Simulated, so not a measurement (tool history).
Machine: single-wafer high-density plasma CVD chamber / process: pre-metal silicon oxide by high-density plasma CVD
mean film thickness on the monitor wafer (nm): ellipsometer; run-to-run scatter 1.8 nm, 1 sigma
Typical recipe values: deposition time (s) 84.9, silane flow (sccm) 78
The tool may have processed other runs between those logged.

| run | hour | deposition time (s) | silane flow (sccm) | wafers since the last listed run | hours since the silane flow controller was replaced | hours since the gauge calibration | read-back reference wafer on the same gauge, thickness_nm | mean film thickness on the monitor wafer (nm) |
|---|---|---|---|---|---|---|---|---|
| 1 | 0 | 84.9 | 69 | 0 | 4301.8 | 745.7 | 682.786 | 555.952 |
| 2 | 125 | 84.9 | 78 | 1040 | 4426.8 | 870.7 | 683.099 | 628.134 |
| 3 | 178.8 | 84.9 | 78 | 447 | 4480.6 | 924.5 | 682.873 | 625.504 |
| 4 | 233.1 | 84.9 | 78 | 451 | 4534.9 | 978.8 | 682.418 | 627.736 |
| 5 | 283.8 | 84.9 | 78 | 422 | 4585.6 | 1029.5 | 683.117 | 631.077 |
|  | 330.2 | silane flow controller replaced |
|  | 337.9 | gauge calibrated |
| 6 | 347 | 84.9 | 78 | 459 | 16.8 | 9.1 | 682.78 | 667.075 |
| 7 | 390.8 | 84.9 | 78 | 364 | 60.6 | 52.9 | 683.204 | 669.925 |
| 8 | 495.9 | 84.9 | 78 | 874 | 165.7 | 158 | 682.364 | 664.205 |
| 9 | 520.4 | 84.9 | 78 | 203 | 190.2 | 182.5 | 683.277 | 667.127 |
| 10 | 563.7 | 71.8 | 66 | 360 | 233.5 | 225.8 | 683.36 | 474.446 |
| 11 | 608.3 | 84.9 | 78 | 371 | 278.1 | 270.4 | 683.397 | 663.004 |
| 12 | 655.1 | 68.4 | 63 | 389 | 324.9 | 317.2 | 683.275 | 433.593 |
| 13 | 716 | 84.9 | 83 | 506 | 385.8 | 378.1 | 683.396 | 708.322 |
| 14 | 782.4 | 84.9 | 90 | 552 | 452.2 | 444.5 | 683.148 | 766.598 |
| 15 | 850.9 | 71.8 | 78 | 570 | 520.7 | 513 | 683.752 | 560.835 |
| 16 | 903.1 | 76.4 | 74 | 434 | 572.9 | 565.2 | 683.28 | 563.586 |
| 17 | 949 | 84.9 | 78 | 382 | 618.8 | 611.1 | 682.383 | 662.729 |
| 18 | 1008.6 | 70.1 | 89 | 496 | 678.4 | 670.7 | 683.499 | 621.958 |
| 19 | 1053.9 | 94.8 | 78 | 377 | 723.7 | 716 | 683.281 | 738.743 |

Forecast each of these 5 alternatives for the next run:
| A | 1054.3 | 101.6 | 78 | 3 | 724.1 | 716.4 | ? | ? |
| B | 1054.3 | 92.7 | 78 | 3 | 724.1 | 716.4 | ? | ? |
| C | 1054.3 | 80.1 | 78 | 3 | 724.1 | 716.4 | ? | ? |
| D | 1054.3 | 72.5 | 84 | 3 | 724.1 | 716.4 | ? | ? |
| E | 1054.3 | 68.2 | 89 | 3 | 724.1 | 716.4 | ? | ? |

| run | read-back reference wafer on the same gauge, thickness_nm | mean film thickness on the monitor wafer (nm) |
|---|---|---|
| A | 682.703 | 787.812 |
| B | 682.703 | 718.801 |
| C | 682.703 | 621.1 |
| D | 682.703 | 605.413 |
| E | 682.703 | 603.405 |
With the hidden condition removed and each run's random variation left untouched, the same runs would have given:
| run | mean film thickness on the monitor wafer (nm) |
|---|---|
| A | 791.289 |
| B | 721.973 |
| C | 623.841 |
| D | 608.085 |
| E | 606.068 |
